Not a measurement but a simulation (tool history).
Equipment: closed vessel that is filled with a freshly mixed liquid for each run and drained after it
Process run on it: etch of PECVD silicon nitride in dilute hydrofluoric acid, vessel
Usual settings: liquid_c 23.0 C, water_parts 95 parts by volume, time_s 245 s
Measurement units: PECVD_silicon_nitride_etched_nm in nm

run,hour,liquid_c,water_parts,time_s,wafers since the last listed run,hours since the thermometer was replaced,hours since the hydrofluoric acid flow meter was replaced,hours since the gauge calibration,"read-back film thickness of the PECVD silicon nitride reference wafer, read on the same gauge (nm)",PECVD_silicon_nitride_etched_nm
1,0.0,23.0,95,340,0,742.8,213.6,180.4,79.987,6.204
2,53.5,23.0,95,340,6395,796.3,267.1,233.9,79.996,6.169
3,122.6,23.0,95,340,8260,865.4,336.2,303.0,79.974,6.168
# hour 139.6: hydrofluoric acid flow meter replaced
4,146.7,23.0,135,245,2761,889.5,7.1,327.1,79.999,3.143
# hour 210.8: thermometer replaced
5,217.9,23.0,135,245,8391,7.1,78.3,398.3,79.986,3.131
6,272.7,23.0,95,245,6550,61.9,133.1,453.1,80.033,4.470
7,315.3,23.0,95,245,5092,104.5,175.7,495.7,79.998,4.449
8,366.2,23.0,95,245,6084,155.4,226.6,546.6,79.972,4.488
9,399.6,23.0,95,245,3992,188.8,260.0,580.0,80.008,4.427
10,456.5,22.0,95,245,6801,245.7,316.9,636.9,80.021,4.180
11,522.8,23.0,95,245,7925,312.0,383.2,703.2,80.046,4.482
# hour 525.1: hydrofluoric acid flow meter replaced
12,591.7,23.0,95,245,8116,380.9,66.6,772.1,80.002,4.455
13,615.9,21.0,95,345,2892,405.1,90.8,796.3,80.036,5.502
14,670.0,23.0,95,245,6467,459.2,144.9,850.4,79.996,4.401
15,734.4,23.0,45,330,7698,523.6,209.3,914.8,79.932,12.458
16,760.5,23.0,95,245,3120,549.7,235.4,940.9,79.963,4.437
17,826.2,20.0,60,245,7853,615.4,301.1,1006.6,79.998,5.705
18,879.9,25.5,145,245,6419,669.1,354.8,1060.3,80.017,3.450
# hour 891.7: gauge calibrated
19,932.1,23.0,95,245,6240,721.3,407.0,40.4,79.966,4.454
# hour 942.0: hydrofluoric acid flow meter replaced
20,991.2,20.0,60,245,6945,780.4,49.2,99.5,80.024,5.606
# hour 1106.0: thermometer replaced
21,1183.3,19.0,125,150,22844,77.3,241.3,291.6,79.985,1.596
22,1228.9,26.0,95,245,5451,122.9,286.9,337.2,79.969,5.376
23,1300.8,25.5,95,245,8594,194.8,358.8,409.1,79.994,5.202
# hour 1314.2: hydrofluoric acid flow meter replaced
24,1372.0,26.0,50,245,8391,266.0,57.8,480.3,80.031,10.237
25,1403.5,23.0,95,245,3765,297.5,89.3,511.8,80.023,4.442

Below are 5 alternative next runs, each starting from the tool's condition after run 25. Predict each:
A,1404.2,25.0,95,245,83,298.2,90.0,512.5,?,?
B,1404.2,23.0,75,160,83,298.2,90.0,512.5,?,?
C,1404.2,26.0,110,355,83,298.2,90.0,512.5,?,?
D,1404.2,27.5,130,340,83,298.2,90.0,512.5,?,?
E,1404.2,21.0,70,105,83,298.2,90.0,512.5,?,?

run,"read-back film thickness of the PECVD silicon nitride reference wafer, read on the same gauge (nm)",PECVD_silicon_nitride_etched_nm
A,80.041,5.088
B,80.041,3.673
C,80.041,6.803
D,80.041,6.069
E,80.041,2.252
The same runs, with their run-to-run variation unchanged, on a tool lacking any hidden condition would have given:
run,PECVD_silicon_nitride_etched_nm
A,5.088
B,3.673
C,6.803
D,6.069
E,2.252

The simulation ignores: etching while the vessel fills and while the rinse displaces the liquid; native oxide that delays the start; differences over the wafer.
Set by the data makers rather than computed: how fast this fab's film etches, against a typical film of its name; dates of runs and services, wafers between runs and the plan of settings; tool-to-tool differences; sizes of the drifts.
